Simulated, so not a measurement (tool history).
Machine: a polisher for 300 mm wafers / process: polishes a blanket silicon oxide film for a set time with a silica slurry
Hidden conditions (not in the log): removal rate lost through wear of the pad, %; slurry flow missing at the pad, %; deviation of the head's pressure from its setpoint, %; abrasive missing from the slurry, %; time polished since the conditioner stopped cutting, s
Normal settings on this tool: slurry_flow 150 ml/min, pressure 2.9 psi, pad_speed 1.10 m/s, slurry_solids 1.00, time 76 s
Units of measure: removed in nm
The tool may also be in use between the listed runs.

run,hour,slurry_flow,pressure,pad_speed,slurry_solids,time,wafers since the last listed run,wafers polished on this pad,hours since the slurry nozzle was cleaned,hours since the head pressure was calibrated,hours since the slurry blender was calibrated,hours since the conditioning disc was replaced,"incoming thickness of the incoming film, nm",removed
1,0.0,150,2.9,1.10,1.00,76,0,3699,259.0,458.1,532.1,261.4,1549.6,140.9
2,43.7,185,2.9,1.10,1.00,76,355,4054,302.7,501.8,575.8,305.1,1543.7,144.6
# hour 101.7: slurry blender recalibrated
3,102.2,185,2.9,1.10,1.00,76,459,4514,361.2,560.3,0.5,363.6,1551.0,142.7
# hour 182.6: worn pad replaced by a new one
4,194.0,150,3.3,1.10,1.00,76,714,92,453.0,652.1,92.3,455.4,1556.8,146.5
# hour 248.9: head pressure recalibrated
5,272.6,150,3.9,1.34,1.00,76,623,716,531.6,23.7,170.9,534.0,1565.8,181.2
6,322.0,150,2.9,0.76,0.75,102,401,1118,581.0,73.1,220.3,583.4,1530.7,114.3
7,392.7,150,2.9,1.10,1.00,76,575,1693,651.7,143.8,291.0,654.1,1559.1,131.7
# hour 444.6: conditioning disc replaced and pad reconditioned
# hour 470.2: slurry nozzle cleaned
8,490.9,150,2.9,1.10,1.00,76,774,2468,20.7,242.0,389.2,46.3,1561.7,146.7
9,590.1,150,2.9,1.10,0.75,67,807,3275,119.9,341.2,488.4,145.5,1589.1,104.7
10,635.5,150,2.9,1.10,1.00,76,369,3644,165.3,386.6,533.8,190.9,1529.7,143.1
11,706.6,150,2.9,0.84,1.00,76,578,4223,236.4,457.7,604.9,262.0,1565.9,115.6
# hour 905.1: slurry blender recalibrated
# hour 909.3: worn pad replaced by a new one
12,982.0,150,2.9,1.10,1.00,60,2192,591,511.8,733.1,76.9,537.4,1560.8,107.1
# hour 1068.6: head pressure recalibrated
13,1089.0,150,2.9,1.10,1.00,89,854,1445,618.8,20.4,183.9,644.4,1565.2,157.7

Run 14 has not been measured yet. What should we expect?
14,1164.6,150,2.9,1.10,1.00,76,615,2061,694.4,96.0,259.5,720.0,1546.8,?

{"run 14": {"removed": 132.6}}
Minus the tool's unlogged condition, the same run would have read removed 148.8 nm.
